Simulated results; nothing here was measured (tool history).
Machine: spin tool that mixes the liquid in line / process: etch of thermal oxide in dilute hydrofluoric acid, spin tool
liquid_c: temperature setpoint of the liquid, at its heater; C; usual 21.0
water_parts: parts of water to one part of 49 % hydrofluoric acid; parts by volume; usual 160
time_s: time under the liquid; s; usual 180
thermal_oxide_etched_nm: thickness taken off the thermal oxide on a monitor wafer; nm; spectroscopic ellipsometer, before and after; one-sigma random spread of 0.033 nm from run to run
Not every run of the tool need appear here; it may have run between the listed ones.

run   hour  liquid_c  water_parts  time_s  read-back film thickness of the thermal oxide reference wafer, read on the same gauge (nm)  thermal_oxide_etched_nm
  1    0.0      21.0          115     110                                                                                     130.001                    4.272
  2   23.8      21.0          115     110                                                                                     130.021                    4.250
  3   36.9      21.0          160     180                                                                                     129.983                    4.812
  4   51.5      21.0          160     180                                                                                     130.003                    4.788
  5   79.2      21.0          135     180                                                                                     129.995                    5.785
  6  100.7      21.0          210     215                                                                                     130.010                    4.181
  7  116.2      21.0          210     215                                                                                     130.023                    4.168
  8  132.8      21.0          210     215                                                                                     129.989                    4.150
  9  163.3      21.0          160     180                                                                                     130.007                    4.875
 10  183.7      21.0          160     180                                                                                     130.010                    4.773
 11  207.3      21.0          160     180                                                                                     130.003                    4.881
 12  227.7      24.5          160     180                                                                                     129.995                    5.559
 13  242.6      24.5          160     180                                                                                     130.025                    5.505
 14  276.6      24.5          160     180                                                                                     129.952                    5.535
 15  291.6      17.5          160     180                                                                                     130.003                    4.203
     298.6  -- thermometer replaced
 16  325.0      17.5          115     180                                                                                     130.012                    6.449
 17  339.4      17.0          160     245                                                                                     129.996                    5.969
 18  374.0      26.0          160     225                                                                                     129.953                    7.856
     386.4  -- gauge calibrated
 19  406.1      21.0          160     180                                                                                     129.997                    5.157
 20  429.8      17.0          195     115                                                                                     130.027                    2.253
 21  442.3      21.0          210     180                                                                                     130.038                    3.761
 22  471.4      21.0          160     180                                                                                     129.998                    5.138
 23  496.3      19.0          100     115                                                                                     129.996                    5.111
     516.5  -- hydrofluoric acid flow meter replaced
 24  525.6      21.0          160     180                                                                                     129.997                    4.551
 25  541.0      21.0          160     180                                                                                     129.972                    4.622
 26  564.8      17.0          100     260                                                                                     129.986                    9.562
 27  593.6      19.0          100     115                                                                                     130.025                    4.621
 28  606.0      24.0          205     180                                                                                     130.006                    3.844
 29  639.4      21.0          160     180                                                                                     130.006                    4.511
 30  664.8      21.0          160      85                                                                                     130.041                    2.153

Each row is a separate what-if for the run after 30, all from the same tool condition, not one after another. Results?
  A  665.3      21.0          160     180                                                                                           ?                        ?
  B  665.3      21.0          160     250                                                                                           ?                        ?
  C  665.3      21.0          230     105                                                                                           ?                        ?

run  read-back film thickness of the thermal oxide reference wafer, read on the same gauge (nm)  thermal_oxide_etched_nm
  A                                                                                     130.011                    4.628
  B                                                                                     130.011                    6.428
  C                                                                                     130.011                    1.753
With no hidden state in the tool, these same runs would have given:
run  thermal_oxide_etched_nm
  A                    4.665
  B                    6.479
  C                    1.764
